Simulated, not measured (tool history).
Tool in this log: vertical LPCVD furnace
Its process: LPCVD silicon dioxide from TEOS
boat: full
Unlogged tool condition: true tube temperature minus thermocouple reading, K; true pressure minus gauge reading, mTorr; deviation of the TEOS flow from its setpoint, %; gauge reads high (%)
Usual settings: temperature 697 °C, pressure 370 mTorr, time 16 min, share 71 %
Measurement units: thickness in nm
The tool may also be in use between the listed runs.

run,hour,temperature,pressure,time,share,wafers since the last listed run,hours since the last temperature calibration,hours since the pressure gauge was zeroed,hours since the TEOS flow controller was replaced,hours since the gauge calibration,"read-back reference wafer on the same gauge, thickness",thickness
1,0,697,370,16,71,0,2943.7,2759.7,3042.1,253.9,127.99,126.25
2,23.8,697,370,16,71,511,2967.5,2783.5,3065.9,277.7,128.04,126.43
3,55.5,697,370,16,71,681,2999.2,2815.2,3097.6,309.4,127.93,125.95
4,84.3,697,370,12,71,618,3028,2844,3126.4,338.2,128.02,94.64
5,114.7,697,370,12,71,653,3058.4,2874.4,3156.8,368.6,127.99,95.06
6,139.5,697,370,12,71,533,3083.2,2899.2,3181.6,393.4,128.02,94.91
7,152.4,697,430,16,71,277,3096.1,2912.1,3194.5,406.3,127.93,136.3
8,175.5,697,400,16,71,496,3119.2,2935.2,3217.6,429.4,127.98,131.66
9,190.9,697,370,16,71,330,3134.6,2950.6,3233,444.8,128.1,126.96
10,223.2,697,370,16,71,694,3166.9,2982.9,3265.3,477.1,128.17,127.31
11,240.6,697,370,16,71,373,3184.3,3000.3,3282.7,494.5,128.05,126.62
12,253.8,702,370,16,78,283,3197.5,3013.5,3295.9,507.7,128,149.3
# hour 279.5: gauge calibrated
# hour 288.4: thermocouples replaced and temperature profile calibrated
13,288.9,697,370,16,71,238,0.5,3048.6,3331,9.4,128.05,119.98
14,296.9,687,305,13.5,57,171,8.5,3056.6,3339,17.4,128.05,65.06
15,381.3,705,370,16,58,1813,92.9,3141,3423.4,101.8,127.95,130.06
16,398.3,702,455,19,76,365,109.9,3158,3440.4,118.8,127.98,183.8
# hour 427: pressure gauge zeroed
# hour 440.8: TEOS flow controller replaced
17,441.3,697,370,16,81,112,152.9,14.3,0.5,161.8,128.01,128.44
18,450,697,290,11.5,63,186,161.6,23,9.2,170.5,128.06,71.91
19,470.9,697,370,16,71,449,182.5,43.9,30.1,191.4,128.07,120.3
20,521.8,706,455,18.5,60,1093,233.4,94.8,81,242.3,127.98,174.79
21,544.1,697,370,16,71,479,255.7,117.1,103.3,264.6,128.06,119.98
22,569.4,687,305,13.5,57,543,281,142.4,128.6,289.9,127.99,65.2

Below, each run's measurement less what the same run would have read without the hidden state. Both values contain the same run-to-run variation, but the gauge's scatter may not be the same in both:
run,thickness
1,+7.3
2,+7.41
3,+7.51
4,+5.73
5,+5.84
6,+5.9
7,+8.54
8,+8.34
9,+8.11
10,+8.26
11,+8.29
12,+9.74
13,+1.36
14,+0.75
15,+1.45
16,+2.07
17,+1.47
18,+0.83
19,+1.38
20,+1.99
21,+1.4
22,+0.78

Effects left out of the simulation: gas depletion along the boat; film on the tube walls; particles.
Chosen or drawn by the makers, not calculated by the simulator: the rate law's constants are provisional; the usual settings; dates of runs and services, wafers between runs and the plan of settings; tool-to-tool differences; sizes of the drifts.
